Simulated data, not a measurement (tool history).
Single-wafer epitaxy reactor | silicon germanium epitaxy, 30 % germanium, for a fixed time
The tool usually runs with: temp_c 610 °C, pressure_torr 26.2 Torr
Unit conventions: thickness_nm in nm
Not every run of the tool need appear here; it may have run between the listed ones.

run,hour,temp_c,pressure_torr,wafers since the last listed run,hours since the last pyrometer calibration,hours since the last manometer calibration,hours since the showerhead was replaced,hours since the gauge calibration,"read-back reference wafer on the same gauge, thickness_nm",thickness_nm
1,0,604,26.2,0,542.6,1140.2,8131.8,358.3,66.878,69.955
2,45.4,610,23.4,956,588,1185.6,8177.2,403.7,66.946,75.773
3,103.9,617,29.2,1232,646.5,1244.1,8235.7,462.2,66.902,94.8
4,151.9,617,29.2,1011,694.5,1292.1,8283.7,510.2,66.852,94.849
5,183.3,616,28.2,661,725.9,1323.5,8315.1,541.6,66.882,91.372
6,239.8,616,28.2,1190,782.4,1380,8371.6,598.1,66.871,91.182
7,277.8,616,28.2,800,820.4,1418,8409.6,636.1,66.936,91.234
8,344.6,610,26.2,1407,887.2,1484.8,8476.4,702.9,66.876,79.144
9,405.3,610,26.2,1279,947.9,1545.5,8537.1,763.6,66.896,79.15
10,443.9,610,26.2,813,986.5,1584.1,8575.7,802.2,66.912,78.895
11,504.8,610,26.2,1283,1047.4,1645,8636.6,863.1,66.928,79.115
# hour 594.6: showerhead replaced
# hour 595.3: pyrometer calibrated
12,604.6,610,26.2,1919,9.3,1744.8,10,962.9,66.898,77.869
13,656.9,610,26.2,1102,61.6,1797.1,62.3,1015.2,66.909,77.547
14,718.9,602,20.6,1306,123.6,1859.1,124.3,1077.2,66.915,60.572
15,787,618,21.7,1435,191.7,1927.2,192.4,1145.3,66.899,85.51
16,844.1,610,28.4,1203,248.8,1984.3,249.5,1202.4,66.859,80.437
17,910.9,624,22.9,1407,315.6,2051.1,316.3,1269.2,66.951,98.082
18,938.7,610,26.2,585,343.4,2078.9,344.1,1297,66.924,77.441
19,975.1,622,29,767,379.8,2115.3,380.5,1333.4,66.884,101.832
20,1027.5,610,26.2,1104,432.2,2167.7,432.9,1385.8,66.88,78.006
21,1065.2,599,24.2,794,469.9,2205.4,470.6,1423.5,66.909,60.212
22,1095.5,596,20.8,638,500.2,2235.7,500.9,1453.8,66.908,53.422
23,1142.9,604,32.4,999,547.6,2283.1,548.3,1501.2,66.908,74.141
# hour 1185: capacitance manometer re-zeroed and calibrated
24,1202.8,603,20.8,1093,607.5,17.8,608.2,1561.1,66.903,63.64
# hour 1231.4: gauge calibrated
25,1245.6,610,22.2,902,650.3,60.6,651,14.2,66.909,74.963
26,1298.7,615,26.2,1119,703.4,113.7,704.1,67.3,66.867,88.239
27,1347.7,620,30.6,1032,752.4,162.7,753.1,116.3,66.901,102.664
28,1375.9,596,32.4,594,780.6,190.9,781.3,144.5,66.906,64.337
29,1562.8,623,31.1,3939,967.5,377.8,968.2,331.4,66.926,110.118
30,1590.5,600,21.7,583,995.2,405.5,995.9,359.1,66.845,60.527
31,1648.4,618,21.8,1220,1053.1,463.4,1053.8,417,66.897,88.153
# hour 1682.8: pyrometer calibrated
32,1708.4,595,28.5,1095,25.6,523.4,1113.8,477,66.882,59.751
33,1746.8,610,28,809,64,561.8,1152.2,515.4,66.858,81.566
34,1775.9,624,22.9,613,93.1,590.9,1181.3,544.5,66.842,99.966

Describe how what the log doesn't record of the tool's condition differs between the last listed run preceding each entry between runs and the first listed run following it.
After run 11, before run 12: showerhead replaced (hour 594.6); pyrometer calibrated (hour 595.3)
  wafer temperature above the value expected at the setpoint (K): 0.46 -> -0.063; true pressure above the setpoint (%): -3.44 -> -3.84
  what was measured, less what the result would be without the hidden state, thickness_nm: -0.24 -> -1.187 nm
After run 23, before run 24: capacitance manometer re-zeroed and calibrated (hour 1185)
  wafer temperature above the value expected at the setpoint (K): 0.211 -> 0.241; true pressure above the setpoint (%): -6.4 -> 0.407
  what was measured, less what the result would be without the hidden state, thickness_nm: -1.422 -> +0.409 nm
After run 24, before run 25: gauge calibrated (hour 1231.4)
  wafer temperature above the value expected at the setpoint (K): 0.241 -> 0.263; true pressure above the setpoint (%): 0.407 -> 0.403
  what was measured, less what the result would be without the hidden state, thickness_nm: +0.409 -> +0.506 nm
After run 31, before run 32: pyrometer calibrated (hour 1682.8)
  wafer temperature above the value expected at the setpoint (K): 0.468 -> 0.064; true pressure above the setpoint (%): 0.153 -> 0.0836
  what was measured, less what the result would be without the hidden state, thickness_nm: +0.867 -> +0.098 nm

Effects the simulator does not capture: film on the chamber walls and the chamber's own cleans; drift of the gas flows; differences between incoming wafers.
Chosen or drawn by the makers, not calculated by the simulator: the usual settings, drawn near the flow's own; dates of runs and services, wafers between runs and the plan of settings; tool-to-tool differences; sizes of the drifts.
